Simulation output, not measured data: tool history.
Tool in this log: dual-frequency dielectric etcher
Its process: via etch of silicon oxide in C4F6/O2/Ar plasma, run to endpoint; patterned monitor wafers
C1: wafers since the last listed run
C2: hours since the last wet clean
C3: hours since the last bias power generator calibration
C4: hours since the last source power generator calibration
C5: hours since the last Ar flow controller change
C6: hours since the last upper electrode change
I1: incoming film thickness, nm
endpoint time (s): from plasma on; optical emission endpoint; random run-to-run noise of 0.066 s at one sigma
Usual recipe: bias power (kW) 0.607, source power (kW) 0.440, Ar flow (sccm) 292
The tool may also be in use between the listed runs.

run 1 hour=0.0 | bias_power_(kW)=0.607 source_power_(kW)=0.440 Ar_flow_(sccm)=292 | C1=0 C2=321.7 C3=3783.7 C4=4215.5 C5=3566.0 C6=3947.7 | I1=73.2 | endpoint_time_(s)=14.6
run 2 hour=41.0 | bias_power_(kW)=0.607 source_power_(kW)=0.440 Ar_flow_(sccm)=292 | C1=600 C2=362.7 C3=3824.7 C4=4256.5 C5=3607.0 C6=3988.7 | I1=72.9 | endpoint_time_(s)=14.5
-- hour=181.5 bias power generator calibrated
run 3 hour=181.9 | bias_power_(kW)=0.607 source_power_(kW)=0.440 Ar_flow_(sccm)=292 | C1=2004 C2=503.6 C3=0.4 C4=4397.4 C5=3747.9 C6=4129.6 | I1=73.5 | endpoint_time_(s)=14.2
run 4 hour=265.8 | bias_power_(kW)=0.607 source_power_(kW)=0.440 Ar_flow_(sccm)=292 | C1=1228 C2=587.5 C3=84.3 C4=4481.3 C5=3831.8 C6=4213.5 | I1=73.0 | endpoint_time_(s)=14.1
run 5 hour=333.7 | bias_power_(kW)=0.607 source_power_(kW)=0.500 Ar_flow_(sccm)=321 | C1=994 C2=655.4 C3=152.2 C4=4549.2 C5=3899.7 C6=4281.4 | I1=73.5 | endpoint_time_(s)=13.4
-- hour=406.5 wet clean of the chamber
run 6 hour=407.0 | bias_power_(kW)=0.607 source_power_(kW)=0.370 Ar_flow_(sccm)=292 | C1=721 C2=0.5 C3=225.5 C4=4622.5 C5=3973.0 C6=4354.7 | I1=73.8 | endpoint_time_(s)=16.3
run 7 hour=491.5 | bias_power_(kW)=0.518 source_power_(kW)=0.360 Ar_flow_(sccm)=235 | C1=1237 C2=85.0 C3=310.0 C4=4707.0 C5=4057.5 C6=4439.2 | I1=72.3 | endpoint_time_(s)=17.1
run 8 hour=538.7 | bias_power_(kW)=0.607 source_power_(kW)=0.440 Ar_flow_(sccm)=355 | C1=691 C2=132.2 C3=357.2 C4=4754.2 C5=4104.7 C6=4486.4 | I1=72.9 | endpoint_time_(s)=14.7
run 9 hour=627.0 | bias_power_(kW)=0.657 source_power_(kW)=0.330 Ar_flow_(sccm)=292 | C1=1293 C2=220.5 C3=445.5 C4=4842.5 C5=4193.0 C6=4574.7 | I1=73.7 | endpoint_time_(s)=16.7
run 10 hour=697.6 | bias_power_(kW)=0.666 source_power_(kW)=0.470 Ar_flow_(sccm)=239 | C1=1033 C2=291.1 C3=516.1 C4=4913.1 C5=4263.6 C6=4645.3 | I1=72.7 | endpoint_time_(s)=13.0
run 11 hour=761.2 | bias_power_(kW)=0.607 source_power_(kW)=0.440 Ar_flow_(sccm)=292 | C1=931 C2=354.7 C3=579.7 C4=4976.7 C5=4327.2 C6=4708.9 | I1=73.3 | endpoint_time_(s)=14.4
-- hour=797.8 Ar flow controller replaced
-- hour=799.1 upper electrode replaced
run 12 hour=828.0 | bias_power_(kW)=0.607 source_power_(kW)=0.530 Ar_flow_(sccm)=292 | C1=871 C2=421.5 C3=646.5 C4=5043.5 C5=30.2 C6=28.9 | I1=72.8 | endpoint_time_(s)=12.9
-- hour=882.2 source power generator calibrated
run 13 hour=889.3 | bias_power_(kW)=0.607 source_power_(kW)=0.380 Ar_flow_(sccm)=248 | C1=839 C2=482.8 C3=707.8 C4=7.1 C5=91.5 C6=90.2 | I1=72.1 | endpoint_time_(s)=15.0
run 14 hour=992.9 | bias_power_(kW)=0.607 source_power_(kW)=0.370 Ar_flow_(sccm)=328 | C1=1517 C2=586.4 C3=811.4 C4=110.7 C5=195.1 C6=193.8 | I1=73.1 | endpoint_time_(s)=15.7
run 15 hour=1034.4 | bias_power_(kW)=0.607 source_power_(kW)=0.440 Ar_flow_(sccm)=328 | C1=607 C2=627.9 C3=852.9 C4=152.2 C5=236.6 C6=235.3 | I1=73.8 | endpoint_time_(s)=14.3
run 16 hour=1134.2 | bias_power_(kW)=0.607 source_power_(kW)=0.540 Ar_flow_(sccm)=292 | C1=1461 C2=727.7 C3=952.7 C4=252.0 C5=336.4 C6=335.1 | I1=72.1 | endpoint_time_(s)=12.2
-- hour=1161.8 wet clean of the chamber
run 17 hour=1196.8 | bias_power_(kW)=0.671 source_power_(kW)=0.500 Ar_flow_(sccm)=348 | C1=565 C2=35.0 C3=1015.3 C4=314.6 C5=399.0 C6=397.7 | I1=72.6 | endpoint_time_(s)=13.2
run 18 hour=1265.6 | bias_power_(kW)=0.607 source_power_(kW)=0.440 Ar_flow_(sccm)=292 | C1=1007 C2=103.8 C3=1084.1 C4=383.4 C5=467.8 C6=466.5 | I1=72.7 | endpoint_time_(s)=14.6
run 19 hour=1343.8 | bias_power_(kW)=0.607 source_power_(kW)=0.440 Ar_flow_(sccm)=292 | C1=1145 C2=182.0 C3=1162.3 C4=461.6 C5=546.0 C6=544.7 | I1=72.8 | endpoint_time_(s)=14.5
run 20 hour=1409.4 | bias_power_(kW)=0.687 source_power_(kW)=0.520 Ar_flow_(sccm)=344 | C1=960 C2=247.6 C3=1227.9 C4=527.2 C5=611.6 C6=610.3 | I1=73.2 | endpoint_time_(s)=12.7
run 21 hour=1460.0 | bias_power_(kW)=0.704 source_power_(kW)=0.510 Ar_flow_(sccm)=222 | C1=741 C2=298.2 C3=1278.5 C4=577.8 C5=662.2 C6=660.9 | I1=73.1 | endpoint_time_(s)=12.1
run 22 hour=1505.6 | bias_power_(kW)=0.607 source_power_(kW)=0.440 Ar_flow_(sccm)=292 | C1=667 C2=343.8 C3=1324.1 C4=623.4 C5=707.8 C6=706.5 | I1=73.5 | endpoint_time_(s)=14.4
run 23 hour=1722.8 | bias_power_(kW)=0.607 source_power_(kW)=0.440 Ar_flow_(sccm)=292 | C1=3180 C2=561.0 C3=1541.3 C4=840.6 C5=925.0 C6=923.7 | I1=73.1 | endpoint_time_(s)=14.2
run 24 hour=1775.1 | bias_power_(kW)=0.607 source_power_(kW)=0.440 Ar_flow_(sccm)=292 | C1=765 C2=613.3 C3=1593.6 C4=892.9 C5=977.3 C6=976.0 | I1=73.1 | endpoint_time_(s)=14.1
run 25 hour=1814.5 | bias_power_(kW)=0.476 source_power_(kW)=0.490 Ar_flow_(sccm)=315 | C1=577 C2=652.7 C3=1633.0 C4=932.3 C5=1016.7 C6=1015.4 | I1=73.0 | endpoint_time_(s)=15.0
run 26 hour=1897.6 | bias_power_(kW)=0.752 source_power_(kW)=0.390 Ar_flow_(sccm)=323 | C1=1216 C2=735.8 C3=1716.1 C4=1015.4 C5=1099.8 C6=1098.5 | I1=73.7 | endpoint_time_(s)=13.8
-- hour=1937.2 wet clean of the chamber
run 27 hour=1992.9 | bias_power_(kW)=0.704 source_power_(kW)=0.550 Ar_flow_(sccm)=292 | C1=1044 C2=55.7 C3=1811.4 C4=1110.7 C5=1195.1 C6=1193.8 | I1=72.9 | endpoint_time_(s)=12.1
run 28 hour=2083.2 | bias_power_(kW)=0.607 source_power_(kW)=0.510 Ar_flow_(sccm)=361 | C1=1322 C2=146.0 C3=1901.7 C4=1201.0 C5=1285.4 C6=1284.1 | I1=73.0 | endpoint_time_(s)=13.6

How would selected steps in endpoint time (s) from run to run divide? Give the signed amount a tool lacking its hidden state would still show from settings, what came in and random variation, and the signed amount left for the hidden state, including any gauge scatter that is not in both of the compared results.
What the log doesn't record here: etch rate over this chamber's usual, %; bias power that arrives over what is set, %; source power that arrives over what is set, %; Ar flow that arrives over what is set, %.
Run 5 -> 6: source power (kW) 0.500 -> 0.370, Ar flow (sccm) 321 -> 292, wet clean of the chamber. endpoint time (s) +2.9: hidden state +0.5, all else +2.4.
Run 9 -> 10: bias power (kW) 0.657 -> 0.666, source power (kW) 0.330 -> 0.470, Ar flow (sccm) 292 -> 239. endpoint time (s) -3.7: hidden state +0.0, all else -3.7.
Run 16 -> 17: bias power (kW) 0.607 -> 0.671, source power (kW) 0.540 -> 0.500, Ar flow (sccm) 292 -> 348, wet clean of the chamber. endpoint time (s) +1.0: hidden state +0.7, all else +0.3.
Run 26 -> 27: bias power (kW) 0.752 -> 0.704, source power (kW) 0.390 -> 0.550, Ar flow (sccm) 323 -> 292, wet clean of the chamber. endpoint time (s) -1.7: hidden state +0.6, all else -2.3.
